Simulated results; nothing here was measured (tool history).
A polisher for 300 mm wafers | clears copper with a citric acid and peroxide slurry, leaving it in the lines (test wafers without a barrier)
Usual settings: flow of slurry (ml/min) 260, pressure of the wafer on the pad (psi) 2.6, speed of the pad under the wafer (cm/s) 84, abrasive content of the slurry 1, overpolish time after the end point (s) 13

run,day,flow of slurry (ml/min),pressure of the wafer on the pad (psi),speed of the pad under the wafer (cm/s),abrasive content of the slurry,overpolish time after the end point (s),"incoming thickness of the incoming film, nm",time until the end point was called (s),dishing of a wide line in a test structure (nm)
1,0,260,2.6,84,1,13,238.3,169.5,13.2
2,1.558,260,2.2,84,1.1,13,236,187.2,11.9
# day 5.683: head pressure recalibrated
3,5.704,260,2.2,84,1.1,13,236.2,190,11.9
4,8.721,260,2.1,84,0.85,13,232,205.7,10.7
5,12,260,2.1,84,0.85,13,237.3,213.6,10.4
# day 12.854: slurry blender recalibrated
6,14.104,320,2.6,84,1,13,232.2,161.9,13.4
# day 15.729: worn pad replaced by a new one
# day 22.112: head pressure recalibrated
7,22.367,320,2.6,84,1,13,231.3,160.8,13.1
# day 23.025: slurry nozzle cleaned
8,26.275,260,2.6,84,0.9,13,237.7,175.2,12.7
# day 33.85: slurry blender recalibrated
# day 34.042: worn pad replaced by a new one
9,35.496,260,2.6,84,0.9,13,235,167,12.9
10,38.375,260,2.6,84,0.8,13,235.4,174.2,12.7
# day 39.683: head pressure recalibrated
# day 45.375: slurry nozzle cleaned
11,50.575,260,2.6,84,1,13,233.7,172,12.8
# day 50.933: worn pad replaced by a new one
12,54.129,260,2.6,84,1,13,235.8,181.8,12.4
# day 55.108: slurry blender recalibrated
13,57.096,325,2.6,84,0.9,13,238.2,168.1,13.2
# day 57.838: head pressure recalibrated
14,60.354,260,2.6,66,0.75,13,233.7,197,11.1
15,63.108,260,2,114,1,13,237.5,178.2,13.1
16,66,260,2.6,72,1,13,233.2,180.9,11.9
# day 68.579: slurry nozzle cleaned
17,68.612,260,2.6,84,1,13,235.3,174,12.7
# day 70.038: worn pad replaced by a new one
18,71.829,215,3.4,92,1,13,232.4,137.3,15.9
# day 72.692: slurry blender recalibrated
19,74.833,260,2.6,84,1,13,233.2,163.4,13.5
# day 75.604: head pressure recalibrated
20,79.017,260,2.6,84,0.7,13,235.3,179.5,12.5
21,80.65,260,2.8,58,0.8,13,236.3,197.9,11.1
22,84.121,260,2.1,84,0.85,13,239.6,208.8,10.8
# day 85.988: worn pad replaced by a new one
23,86.029,295,3.1,84,0.85,8,232.3,153.8,9.1
24,90.246,195,1.8,84,1.15,19,231.9,234.1,14
# day 92.212: slurry nozzle cleaned
25,92.404,260,2.6,74,1,13,236.8,185.7,11.4

4 ways to go on from here, each from the tool as it stands after run 25. What would each give?
A,92.425,260,2.3,84,1,13,234,?,?
B,92.425,260,2.6,114,1,13,234,?,?
C,92.425,200,2.6,84,1,13,234,?,?
D,92.425,260,2.6,56,0.85,13,234,?,?

run,time until the end point was called (s),dishing of a wide line in a test structure (nm)
A,192.4,11.4
B,145,15
C,180,12.2
D,223.4,9.9
Without the tool's hidden state the same runs would have given:
run,time until the end point was called (s),dishing of a wide line in a test structure (nm)
A,177.1,12.4
B,133.5,16.2
C,165.7,13.2
D,205.9,10.7

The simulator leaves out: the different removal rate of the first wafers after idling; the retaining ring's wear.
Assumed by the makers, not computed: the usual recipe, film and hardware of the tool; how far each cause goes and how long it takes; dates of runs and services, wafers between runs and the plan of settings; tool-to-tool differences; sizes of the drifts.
